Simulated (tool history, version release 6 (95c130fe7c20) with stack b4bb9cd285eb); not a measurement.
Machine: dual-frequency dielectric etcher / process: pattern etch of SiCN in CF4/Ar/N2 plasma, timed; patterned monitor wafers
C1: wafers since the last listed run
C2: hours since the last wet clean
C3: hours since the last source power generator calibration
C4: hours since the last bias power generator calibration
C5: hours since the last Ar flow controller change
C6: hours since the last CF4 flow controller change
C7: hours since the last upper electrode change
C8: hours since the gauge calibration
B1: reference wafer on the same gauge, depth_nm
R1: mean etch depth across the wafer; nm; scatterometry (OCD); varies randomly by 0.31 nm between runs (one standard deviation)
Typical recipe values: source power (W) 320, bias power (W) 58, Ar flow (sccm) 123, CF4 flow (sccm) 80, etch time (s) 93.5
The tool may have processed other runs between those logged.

{"run": 1, "hour": 0.0, "source power (W)": 320, "bias power (W)": 58, "Ar flow (sccm)": 123, "CF4 flow (sccm)": 65, "etch time (s)": 93.5, "C1": 0, "C2": 564.7, "C3": 2100.6, "C4": 2300.9, "C5": 3457.7, "C6": 5437.7, "C7": 6022.7, "C8": 621.4, "B1": 44.8, "R1": 51.7}
{"hour": 24.0, "done": "wet clean of the chamber"}
{"run": 2, "hour": 34.5, "source power (W)": 320, "bias power (W)": 58, "Ar flow (sccm)": 123, "CF4 flow (sccm)": 80, "etch time (s)": 93.5, "C1": 71, "C2": 10.5, "C3": 2135.1, "C4": 2335.4, "C5": 3492.2, "C6": 5472.2, "C7": 6057.2, "C8": 655.9, "B1": 44.6, "R1": 51.3}
{"run": 3, "hour": 68.0, "source power (W)": 320, "bias power (W)": 58, "Ar flow (sccm)": 123, "CF4 flow (sccm)": 68, "etch time (s)": 93.5, "C1": 229, "C2": 44, "C3": 2168.6, "C4": 2368.9, "C5": 3525.7, "C6": 5505.7, "C7": 6090.7, "C8": 689.4, "B1": 44.6, "R1": 50.1}
{"hour": 76.6, "done": "CF4 flow controller replaced"}
{"run": 4, "hour": 103.8, "source power (W)": 320, "bias power (W)": 58, "Ar flow (sccm)": 123, "CF4 flow (sccm)": 68, "etch time (s)": 93.5, "C1": 204, "C2": 79.8, "C3": 2204.4, "C4": 2404.7, "C5": 3561.5, "C6": 27.2, "C7": 6126.5, "C8": 725.2, "B1": 44.7, "R1": 49.8}
{"hour": 127.5, "done": "gauge calibrated"}
{"run": 5, "hour": 135.2, "source power (W)": 320, "bias power (W)": 58, "Ar flow (sccm)": 123, "CF4 flow (sccm)": 68, "etch time (s)": 93.5, "C1": 215, "C2": 111.2, "C3": 2235.8, "C4": 2436.1, "C5": 3592.9, "C6": 58.6, "C7": 6157.9, "C8": 7.7, "B1": 44.7, "R1": 49.7}
{"run": 6, "hour": 158.7, "source power (W)": 320, "bias power (W)": 58, "Ar flow (sccm)": 123, "CF4 flow (sccm)": 80, "etch time (s)": 93.5, "C1": 160, "C2": 134.7, "C3": 2259.3, "C4": 2459.6, "C5": 3616.4, "C6": 82.1, "C7": 6181.4, "C8": 31.2, "B1": 44.7, "R1": 51.4}
{"run": 7, "hour": 171.7, "source power (W)": 280, "bias power (W)": 64, "Ar flow (sccm)": 152, "CF4 flow (sccm)": 80, "etch time (s)": 93.5, "C1": 89, "C2": 147.7, "C3": 2272.3, "C4": 2472.6, "C5": 3629.4, "C6": 95.1, "C7": 6194.4, "C8": 44.2, "B1": 44.6, "R1": 47.9}
{"hour": 176.3, "done": "bias power generator calibrated"}
{"run": 8, "hour": 197.7, "source power (W)": 260, "bias power (W)": 58, "Ar flow (sccm)": 123, "CF4 flow (sccm)": 80, "etch time (s)": 82.5, "C1": 150, "C2": 173.7, "C3": 2298.3, "C4": 21.4, "C5": 3655.4, "C6": 121.1, "C7": 6220.4, "C8": 70.2, "B1": 44.7, "R1": 40.5}
{"run": 9, "hour": 228.4, "source power (W)": 350, "bias power (W)": 58, "Ar flow (sccm)": 132, "CF4 flow (sccm)": 80, "etch time (s)": 84.5, "C1": 210, "C2": 204.4, "C3": 2329, "C4": 52.1, "C5": 3686.1, "C6": 151.8, "C7": 6251.1, "C8": 100.9, "B1": 44.6, "R1": 49.3}
{"hour": 260.6, "done": "Ar flow controller replaced"}
{"hour": 264.5, "done": "upper electrode replaced"}
{"run": 10, "hour": 265.0, "source power (W)": 300, "bias power (W)": 67, "Ar flow (sccm)": 123, "CF4 flow (sccm)": 80, "etch time (s)": 121.5, "C1": 182, "C2": 241, "C3": 2365.6, "C4": 88.7, "C5": 4.4, "C6": 188.4, "C7": 0.5, "C8": 137.5, "B1": 44.7, "R1": 67.5}
{"run": 11, "hour": 296.5, "source power (W)": 320, "bias power (W)": 58, "Ar flow (sccm)": 147, "CF4 flow (sccm)": 89, "etch time (s)": 93.5, "C1": 215, "C2": 272.5, "C3": 2397.1, "C4": 120.2, "C5": 35.9, "C6": 219.9, "C7": 32, "C8": 169, "B1": 44.8, "R1": 51.5}
{"hour": 303.2, "done": "source power generator calibrated"}
{"run": 12, "hour": 325.2, "source power (W)": 320, "bias power (W)": 54, "Ar flow (sccm)": 132, "CF4 flow (sccm)": 80, "etch time (s)": 93.5, "C1": 169, "C2": 301.2, "C3": 22, "C4": 148.9, "C5": 64.6, "C6": 248.6, "C7": 60.7, "C8": 197.7, "B1": 44.7, "R1": 51.1}
{"run": 13, "hour": 359.8, "source power (W)": 380, "bias power (W)": 58, "Ar flow (sccm)": 123, "CF4 flow (sccm)": 80, "etch time (s)": 93.5, "C1": 236, "C2": 335.8, "C3": 56.6, "C4": 183.5, "C5": 99.2, "C6": 283.2, "C7": 95.3, "C8": 232.3, "B1": 44.7, "R1": 58.3}
{"run": 14, "hour": 380.7, "source power (W)": 350, "bias power (W)": 58, "Ar flow (sccm)": 95, "CF4 flow (sccm)": 80, "etch time (s)": 93.5, "C1": 143, "C2": 356.7, "C3": 77.5, "C4": 204.4, "C5": 120.1, "C6": 304.1, "C7": 116.2, "C8": 253.2, "B1": 44.7, "R1": 57.3}
{"run": 15, "hour": 411.3, "source power (W)": 320, "bias power (W)": 58, "Ar flow (sccm)": 123, "CF4 flow (sccm)": 80, "etch time (s)": 93.5, "C1": 209, "C2": 387.3, "C3": 108.1, "C4": 235, "C5": 150.7, "C6": 334.7, "C7": 146.8, "C8": 283.8, "B1": 44.7, "R1": 52.7}
{"run": 16, "hour": 451.8, "source power (W)": 320, "bias power (W)": 58, "Ar flow (sccm)": 123, "CF4 flow (sccm)": 80, "etch time (s)": 93.5, "C1": 277, "C2": 427.8, "C3": 148.6, "C4": 275.5, "C5": 191.2, "C6": 375.2, "C7": 187.3, "C8": 324.3, "B1": 44.7, "R1": 52.7}
{"run": 17, "hour": 476.4, "source power (W)": 320, "bias power (W)": 58, "Ar flow (sccm)": 123, "CF4 flow (sccm)": 80, "etch time (s)": 93.5, "C1": 168, "C2": 452.4, "C3": 173.2, "C4": 300.1, "C5": 215.8, "C6": 399.8, "C7": 211.9, "C8": 348.9, "B1": 44.7, "R1": 52.8}
{"run": 18, "hour": 491.4, "source power (W)": 370, "bias power (W)": 58, "Ar flow (sccm)": 99, "CF4 flow (sccm)": 100, "etch time (s)": 82, "C1": 102, "C2": 467.4, "C3": 188.2, "C4": 315.1, "C5": 230.8, "C6": 414.8, "C7": 226.9, "C8": 363.9, "B1": 44.7, "R1": 54.6}
{"run": 19, "hour": 517.0, "source power (W)": 320, "bias power (W)": 51, "Ar flow (sccm)": 123, "CF4 flow (sccm)": 80, "etch time (s)": 93.5, "C1": 175, "C2": 493, "C3": 213.8, "C4": 340.7, "C5": 256.4, "C6": 440.4, "C7": 252.5, "C8": 389.5, "B1": 44.7, "R1": 50.9}
{"run": 20, "hour": 533.2, "source power (W)": 320, "bias power (W)": 58, "Ar flow (sccm)": 123, "CF4 flow (sccm)": 80, "etch time (s)": 93.5, "C1": 110, "C2": 509.2, "C3": 230, "C4": 356.9, "C5": 272.6, "C6": 456.6, "C7": 268.7, "C8": 405.7, "B1": 44.7, "R1": 53}

Hidden state at the last listed run before each entry between runs and at the first one after, where it differs:
Runs 1 to 2: wet clean of the chamber (hour 24)
  etch rate over this chamber's usual, %: 4.45 -> -0.265
  measured minus no-state result, R1: +2.2 -> -0.1 nm
Runs 3 to 4: CF4 flow controller replaced (hour 76.6)
  etch rate over this chamber's usual, %: -0.00748 -> 0.268
  measured minus no-state result, R1: +0 -> +0.1 nm
Runs 4 to 5: gauge calibrated (hour 127.5)
  etch rate over this chamber's usual, %: 0.268 -> 0.51
  measured minus no-state result, R1: +0.1 -> +0.3 nm
Runs 7 to 8: bias power generator calibrated (hour 176.3)
  etch rate over this chamber's usual, %: 0.791 -> 0.991
  measured minus no-state result, R1: +0.4 -> +0.4 nm
Runs 9 to 10: Ar flow controller replaced (hour 260.6); upper electrode replaced (hour 264.5)
  etch rate over this chamber's usual, %: 1.23 -> 1.51
  measured minus no-state result, R1: +0.6 -> +1 nm
Runs 11 to 12: source power generator calibrated (hour 303.2)
  etch rate over this chamber's usual, %: 1.75 -> 1.97
  measured minus no-state result, R1: +0.9 -> +1 nm

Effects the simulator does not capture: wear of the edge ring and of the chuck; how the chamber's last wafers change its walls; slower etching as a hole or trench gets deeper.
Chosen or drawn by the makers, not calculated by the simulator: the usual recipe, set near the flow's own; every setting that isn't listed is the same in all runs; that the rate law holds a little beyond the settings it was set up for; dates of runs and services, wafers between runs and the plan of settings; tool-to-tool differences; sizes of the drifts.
